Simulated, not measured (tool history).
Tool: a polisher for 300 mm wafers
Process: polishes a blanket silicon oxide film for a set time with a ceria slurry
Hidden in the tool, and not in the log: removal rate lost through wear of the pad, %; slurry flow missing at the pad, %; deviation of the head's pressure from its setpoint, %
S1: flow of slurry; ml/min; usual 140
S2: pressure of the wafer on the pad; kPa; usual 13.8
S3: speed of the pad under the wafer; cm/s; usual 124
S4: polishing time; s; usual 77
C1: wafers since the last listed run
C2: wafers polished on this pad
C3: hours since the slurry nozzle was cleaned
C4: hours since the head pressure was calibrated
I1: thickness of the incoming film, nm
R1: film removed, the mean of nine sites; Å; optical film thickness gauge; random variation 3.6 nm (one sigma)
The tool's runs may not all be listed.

{"run": 1, "day": 0.0, "S1": 170, "S2": 13.8, "S3": 124, "S4": 77, "C1": 0, "C2": 42, "C3": 921.9, "C4": 1422.8, "I1": 1715.5, "R1": 2940}
{"run": 2, "day": 0.279, "S1": 170, "S2": 13.8, "S3": 124, "S4": 77, "C1": 99, "C2": 142, "C3": 928.6, "C4": 1429.5, "I1": 1707.3, "R1": 2878}
{"run": 3, "day": 0.654, "S1": 140, "S2": 11.7, "S3": 154, "S4": 77, "C1": 133, "C2": 276, "C3": 937.6, "C4": 1438.5, "I1": 1749.4, "R1": 3151}
{"run": 4, "day": 1.329, "S1": 140, "S2": 11.7, "S3": 154, "S4": 77, "C1": 240, "C2": 517, "C3": 953.8, "C4": 1454.7, "I1": 1724.4, "R1": 3111}
{"run": 5, "day": 2.029, "S1": 140, "S2": 11.7, "S3": 154, "S4": 77, "C1": 249, "C2": 766, "C3": 970.6, "C4": 1471.5, "I1": 1735.5, "R1": 2999}
{"run": 6, "day": 2.446, "S1": 140, "S2": 13.8, "S3": 124, "S4": 77, "C1": 148, "C2": 915, "C3": 980.6, "C4": 1481.5, "I1": 1728.7, "R1": 2634}
{"day": 2.988, "done": "slurry nozzle cleaned"}
{"day": 3.179, "done": "worn pad replaced by a new one"}
{"run": 7, "day": 3.2, "S1": 140, "S2": 13.8, "S3": 124, "S4": 77, "C1": 194, "C2": 7, "C3": 5.1, "C4": 1499.6, "I1": 1750.3, "R1": 2851}
{"run": 8, "day": 3.538, "S1": 140, "S2": 13.8, "S3": 124, "S4": 77, "C1": 120, "C2": 128, "C3": 13.2, "C4": 1507.7, "I1": 1739.8, "R1": 2803}
{"run": 9, "day": 3.842, "S1": 125, "S2": 13.8, "S3": 106, "S4": 77, "C1": 108, "C2": 236, "C3": 20.5, "C4": 1515.0, "I1": 1732.1, "R1": 2357}
{"run": 10, "day": 4.35, "S1": 140, "S2": 18.6, "S3": 82, "S4": 77, "C1": 181, "C2": 418, "C3": 32.7, "C4": 1527.2, "I1": 1708.6, "R1": 2281}
{"day": 4.696, "done": "head pressure recalibrated"}
{"run": 11, "day": 4.975, "S1": 140, "S2": 13.8, "S3": 124, "S4": 62, "C1": 193, "C2": 611, "C3": 47.7, "C4": 6.7, "I1": 1728.6, "R1": 2240}
{"run": 12, "day": 5.304, "S1": 140, "S2": 11.0, "S3": 124, "S4": 77, "C1": 117, "C2": 729, "C3": 55.6, "C4": 14.6, "I1": 1763.4, "R1": 2307}
{"run": 13, "day": 5.65, "S1": 140, "S2": 9.0, "S3": 138, "S4": 68, "C1": 123, "C2": 852, "C3": 63.9, "C4": 22.9, "I1": 1728.0, "R1": 1981}
{"run": 14, "day": 5.908, "S1": 140, "S2": 13.8, "S3": 124, "S4": 77, "C1": 92, "C2": 944, "C3": 70.1, "C4": 29.1, "I1": 1704.0, "R1": 2640}

How the hidden state differs across the entries between the runs, from the last listed run before each to the first after it:
Between runs 6 and 7: slurry nozzle cleaned (day 2.988); worn pad replaced by a new one (day 3.179)
  removal rate lost through wear of the pad, %: 8.85 -> 1.07
  measured less the result without the state, R1: -256 -> -31 Å
Between runs 10 and 11: head pressure recalibrated (day 4.696)
  removal rate lost through wear of the pad, %: 2.77 -> 5.07
  measured less the result without the state, R1: -65 -> -119 Å
